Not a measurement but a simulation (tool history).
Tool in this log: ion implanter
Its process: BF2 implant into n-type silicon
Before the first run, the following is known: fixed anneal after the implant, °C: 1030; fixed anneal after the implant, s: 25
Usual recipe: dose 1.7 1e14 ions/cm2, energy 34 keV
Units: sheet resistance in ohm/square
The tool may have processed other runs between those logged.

run,hour,dose,energy,"read-back reference wafer on the same gauge, sheet resistance",sheet resistance
1,0,1.7,34,438.11,547.57
2,70.4,1.7,34,436.44,551.13
3,101.7,1.7,34,435.99,541.89
4,153.2,1.7,25,434.56,559.01
5,224.6,1.7,25,432.56,561.89
6,260.9,1.56,34,430.55,574.12
7,332.6,1.56,34,428.25,574.81
8,394,1.56,34,426.38,570.28
9,436.4,1.7,34,423.8,531.45
10,469.7,1.7,34,424.23,529.51
11,537.5,1.7,34,420.87,524.44
# hour 560.2: gauge calibrated
12,595.7,1.49,27,453.59,651.41
13,639.7,1.82,34,454.62,532.48
# hour 678.9: extraction supply calibrated
14,681,1.82,34,453.33,529.48
15,720.2,1.55,22.5,452.83,642.48
16,765.7,2.01,34,453.58,494.61
17,796.3,1.94,23,452.19,525.8
18,827.8,1.7,34,452.61,564.85
# hour 888.2: Faraday cup replaced and dose calibrated
19,923.8,1.7,34,451.18,567.88
20,987,1.26,29,451.02,735.35
21,1011.6,1.19,22.5,451.1,795.52
22,1042.2,1.7,28,449.9,574.97
23,1114.1,1.42,38,450.18,643.16
24,1152.5,1.4,38,449.26,644.52
25,1182.4,1.22,29.5,448.45,749.57
26,1210.5,2.06,40.5,448.33,473.64
27,1274.2,1.7,34,446.96,550.92
28,1343.5,1.7,34,446.35,555.78

Below are 4 alternative next runs, each starting from the tool's condition after run 28. Predict each:
A,1343.9,1.7,34,?,?
B,1343.9,1.31,45.5,?,?
C,1343.9,1.7,24.5,?,?
D,1343.9,1.47,23,?,?

run,"read-back reference wafer on the same gauge, sheet resistance",sheet resistance
A,446.09,559.38
B,446.09,668.25
C,446.09,580.7
D,446.09,660.86
What these runs would have given with no unlogged condition in the tool:
run,sheet resistance
A,568.22
B,678.82
C,589.88
D,671.31
